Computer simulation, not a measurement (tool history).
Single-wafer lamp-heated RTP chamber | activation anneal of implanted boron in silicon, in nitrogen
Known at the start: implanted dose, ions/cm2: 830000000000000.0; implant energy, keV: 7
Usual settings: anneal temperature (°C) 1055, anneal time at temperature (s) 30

run	hour	anneal temperature (°C)	anneal time at temperature (s)	wafers since the last listed run	wafers since the last pyrometer calibration	wafers since the reflector plate was cleaned	hours since the gauge calibration	read-back reference wafer on the same gauge, sheet resistance	sheet resistance of the implanted and annealed layer (ohm/square)
1	0	1055	30	0	1345	4258	727.6	130.03	141.17
2	16.6	1055	30	230	1575	4488	744.2	130.09	141.4
3	39.1	1055	30	311	1887	4800	766.7	130.14	140.53
4	71.9	1048	22	454	2342	5255	799.5	129.97	144.55
5	98.7	1055	40	371	2714	5626	826.3	129.98	139.73
6	126.9	1055	40	390	3105	6017	854.5	129.96	139.14
7	140.2	1055	40	184	3289	6202	867.8	129.95	139.13
8	157.7	1055	30	242	3532	6444	885.3	130.12	141.39
9	177.6	1055	30	275	3807	6720	905.2	129.92	141.07
10	204.7	1055	30	375	4183	7096	932.3	130.08	141.02
11	226.2	1055	30	298	4481	7394	953.8	129.96	140.95
12	290.2	1055	30	887	5369	8281	1017.8	130.18	140.3
13	303.1	1055	30	178	5547	8460	1030.7	129.93	140.65
14	336.6	1055	20	464	6012	8925	1064.2	129.9	142.26
# hour 344.8: pyrometer window cleaned and pyrometer calibrated
15	361.4	1055	20	232	230	9158	1089	129.98	145.36
16	373.9	1055	20	173	403	9331	1101.5	129.98	145.38
17	398	1063	30	334	737	9665	1125.6	130.07	140.73
18	426	1062	30	388	1125	10053	1153.6	129.97	141.35
19	450.9	1055	20	345	1470	10399	1178.5	130.04	144.87
# hour 465.5: reflector plate cleaned
20	466	1055	20	98	1569	6	1193.6	130.14	144.18
# hour 479.4: gauge calibrated
21	490.4	1046	39	338	1907	345	11	129.86	141.31
22	516.1	1069	23	356	2263	701	36.7	130.04	141.55
23	532.1	1076	48	221	2485	923	52.7	129.86	137.27
24	567	1043	35	483	2969	1407	87.6	129.88	141.98
25	583.5	1055	30	228	3198	1635	104.1	130.09	141.08
26	606.4	1055	30	317	3515	1953	127	129.95	141.64
27	627.7	1063	42	295	3811	2248	148.3	130.17	138.09
28	655.1	1030	13	379	4191	2628	175.7	130.03	152.24
29	684.9	1034	42	413	4604	3041	205.5	129.99	142.58
# hour 738.1: pyrometer window cleaned and pyrometer calibrated
30	743.4	1055	30	700	73	3741	264	130.01	142.35
31	777.5	1071	36	472	546	4214	298.1	130.09	138.34
32	792.4	1030	13	206	753	4421	313	129.92	152.73
33	809	1081	30	230	983	4651	329.6	130.22	139.52
34	828.2	1055	41	266	1249	4917	348.8	129.98	139.34
35	854.1	1031	30	359	1608	5276	374.7	129.94	146.21
36	868	1055	30	192	1801	5469	388.6	129.97	141.56
37	897.3	1041	41	406	2207	5875	417.9	129.82	142.05
38	928.2	1055	30	428	2635	6304	448.8	130	141.28

Forecast each of these 3 alternatives for the next run:
A	928.6	1055	39	5	2641	6309	449.2	?	?
B	928.6	1065	39	5	2641	6309	449.2	?	?
C	928.6	1081	44	5	2641	6309	449.2	?	?

run	read-back reference wafer on the same gauge, sheet resistance	sheet resistance of the implanted and annealed layer (ohm/square)
A	130.01	140.12
B	130.01	139.26
C	130.01	138.17
Without the tool's hidden state the same runs would have given:
run	sheet resistance of the implanted and annealed layer (ohm/square)
A	141.09
B	139.82
C	138.37
